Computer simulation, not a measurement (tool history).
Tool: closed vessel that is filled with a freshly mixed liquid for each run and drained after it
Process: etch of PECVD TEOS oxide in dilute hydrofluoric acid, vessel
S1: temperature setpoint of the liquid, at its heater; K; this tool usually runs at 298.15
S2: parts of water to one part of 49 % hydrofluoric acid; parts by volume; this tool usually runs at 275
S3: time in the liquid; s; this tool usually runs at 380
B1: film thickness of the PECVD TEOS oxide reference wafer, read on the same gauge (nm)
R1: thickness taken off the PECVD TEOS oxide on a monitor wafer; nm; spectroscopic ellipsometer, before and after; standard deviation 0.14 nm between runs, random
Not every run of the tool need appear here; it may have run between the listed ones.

run    hour      S1   S2   S3     B1     R1
  1     0.0  298.15  275  380  69.98  15.64
  2    88.1  295.65  275  380  69.99  14.55
  3   163.1  298.15  275  380  69.98  15.98
  4   223.7  298.15  275  380  69.99  15.89
  5   293.2  301.65  275  380  69.99  17.56
      322.4  -- hydrofluoric acid flow meter replaced
  6   348.7  301.65  275  380  69.98  18.06
  7   450.4  298.15  275  525  69.96  21.98
  8   522.1  298.15  275  525  70.02  21.99
  9   627.2  298.15  275  380  70.00  15.97
      692.4  -- thermometer replaced
 10   732.2  298.15  275  380  70.01  14.94
 11   777.3  298.15  275  380  69.97  14.80
 12   844.5  298.15  275  535  70.01  20.90
 13   908.3  298.15  275  380  70.00  15.11
 14   998.2  298.15  275  380  70.01  15.05
 15  1076.3  298.15  405  520  70.02  12.52
 16  1153.9  296.65  190  190  70.01  11.22
 17  1260.7  301.15  275  380  69.99  16.79
     1275.0  -- hydrofluoric acid flow meter replaced
     1286.3  -- gauge calibrated
 18  1324.7  298.15  275  380  69.99  14.94
 19  1408.4  303.15  180  280  70.01  23.04

Forecast run 20:
 20  1503.8  298.15  410  315   ?   ?

Run 20 came out at B1 70.03, R1 7.60 nm.
If the tool had no hidden condition, the same run with the same run-to-run variation would have returned R1 7.26 nm.
